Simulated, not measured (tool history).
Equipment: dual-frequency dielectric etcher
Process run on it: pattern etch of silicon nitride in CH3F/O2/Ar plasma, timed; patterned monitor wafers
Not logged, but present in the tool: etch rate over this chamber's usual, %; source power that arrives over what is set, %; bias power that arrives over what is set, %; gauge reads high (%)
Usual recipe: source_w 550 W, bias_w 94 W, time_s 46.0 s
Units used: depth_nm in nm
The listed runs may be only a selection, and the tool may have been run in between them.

run	hour	source_w	bias_w	time_s	wafers since the last listed run	hours since the last wet clean	hours since the last source power generator calibration	hours since the last bias power generator calibration	hours since the last upper electrode change	hours since the gauge calibration	read-back reference wafer on the same gauge, depth_nm	depth_nm
1	0.0	550	94	46.0	0	226.8	2882.6	4535.3	2684.6	305.4	43.04	39.11
2	19.1	550	94	46.0	237	245.9	2901.7	4554.4	2703.7	324.5	43.10	39.49
# hour 51.1: upper electrode replaced
3	66.5	550	94	46.0	290	293.3	2949.1	4601.8	15.4	371.9	43.16	39.06
4	85.6	550	94	46.0	237	312.4	2968.2	4620.9	34.5	391.0	43.27	39.17
# hour 92.2: source power generator calibrated
5	110.7	450	94	46.0	261	337.5	18.5	4646.0	59.6	416.1	43.25	36.68
6	134.6	450	94	46.0	296	361.4	42.4	4669.9	83.5	440.0	43.25	36.75
7	162.1	610	109	57.0	341	388.9	69.9	4697.4	111.0	467.5	43.25	53.74
8	196.4	650	94	46.0	425	423.2	104.2	4731.7	145.3	501.8	43.33	41.85
9	237.1	550	94	46.0	505	463.9	144.9	4772.4	186.0	542.5	43.24	39.42
# hour 268.0: wet clean of the chamber
10	268.5	550	94	46.0	91	0.5	176.3	4803.8	217.4	573.9	43.27	39.58
11	296.9	550	87	46.0	352	28.9	204.7	4832.2	245.8	602.3	43.31	38.19
12	320.7	440	113	54.0	295	52.7	228.5	4856.0	269.6	626.1	43.29	46.51
13	344.0	640	82	55.0	289	76.0	251.8	4879.3	292.9	649.4	43.35	47.11
14	400.1	500	94	33.5	696	132.1	307.9	4935.4	349.0	705.5	43.39	27.79
15	418.3	510	86	33.0	225	150.3	326.1	4953.6	367.2	723.7	43.41	26.73
# hour 515.6: gauge calibrated
# hour 520.7: bias power generator calibrated
16	521.2	480	86	37.5	1227	253.2	429.0	0.5	470.1	5.6	42.32	29.19
17	540.0	550	94	46.0	233	272.0	447.8	19.3	488.9	24.4	42.42	38.57
18	574.1	550	94	46.0	423	306.1	481.9	53.4	523.0	58.5	42.52	38.70
19	586.1	600	94	46.0	148	318.1	493.9	65.4	535.0	70.5	42.54	39.84
20	606.7	670	94	42.5	255	338.7	514.5	86.0	555.6	91.1	42.59	38.06
21	638.1	550	94	46.0	389	370.1	545.9	117.4	587.0	122.5	42.68	39.16
22	655.7	550	111	46.0	218	387.7	563.5	135.0	604.6	140.1	42.78	41.56
23	688.9	500	88	51.5	411	420.9	596.7	168.2	637.8	173.3	42.80	41.07
24	707.1	480	74	59.5	225	439.1	614.9	186.4	656.0	191.5	42.71	43.66
# hour 740.1: wet clean of the chamber
25	740.6	550	94	46.0	117	0.5	648.4	219.9	689.5	225.0	42.86	38.83
26	753.6	470	118	56.0	161	13.5	661.4	232.9	702.5	238.0	42.85	49.68
27	783.7	600	73	50.5	373	43.6	691.5	263.0	732.6	268.1	42.88	40.24
28	805.3	510	76	46.0	268	65.2	713.1	284.6	754.2	289.7	42.97	35.09
29	840.4	670	73	57.0	435	100.3	748.2	319.7	789.3	324.8	42.98	46.79

What if the next run were any one of these 5? Each begins from the tool's condition after run 29:
A	840.8	550	94	46.0	4	100.7	748.6	320.1	789.7	325.2	?	?
B	840.8	470	104	33.5	4	100.7	748.6	320.1	789.7	325.2	?	?
C	840.8	660	94	33.0	4	100.7	748.6	320.1	789.7	325.2	?	?
D	840.8	440	71	49.5	4	100.7	748.6	320.1	789.7	325.2	?	?
E	840.8	470	94	32.5	4	100.7	748.6	320.1	789.7	325.2	?	?

run	read-back reference wafer on the same gauge, depth_nm	depth_nm
A	42.93	38.97
B	42.93	28.09
C	42.93	29.69
D	42.93	34.99
E	42.93	26.18
Stripped of hidden state, with their random variation kept, the same runs would have yielded:
run	depth_nm
A	38.35
B	27.65
C	29.21
D	34.43
E	25.76

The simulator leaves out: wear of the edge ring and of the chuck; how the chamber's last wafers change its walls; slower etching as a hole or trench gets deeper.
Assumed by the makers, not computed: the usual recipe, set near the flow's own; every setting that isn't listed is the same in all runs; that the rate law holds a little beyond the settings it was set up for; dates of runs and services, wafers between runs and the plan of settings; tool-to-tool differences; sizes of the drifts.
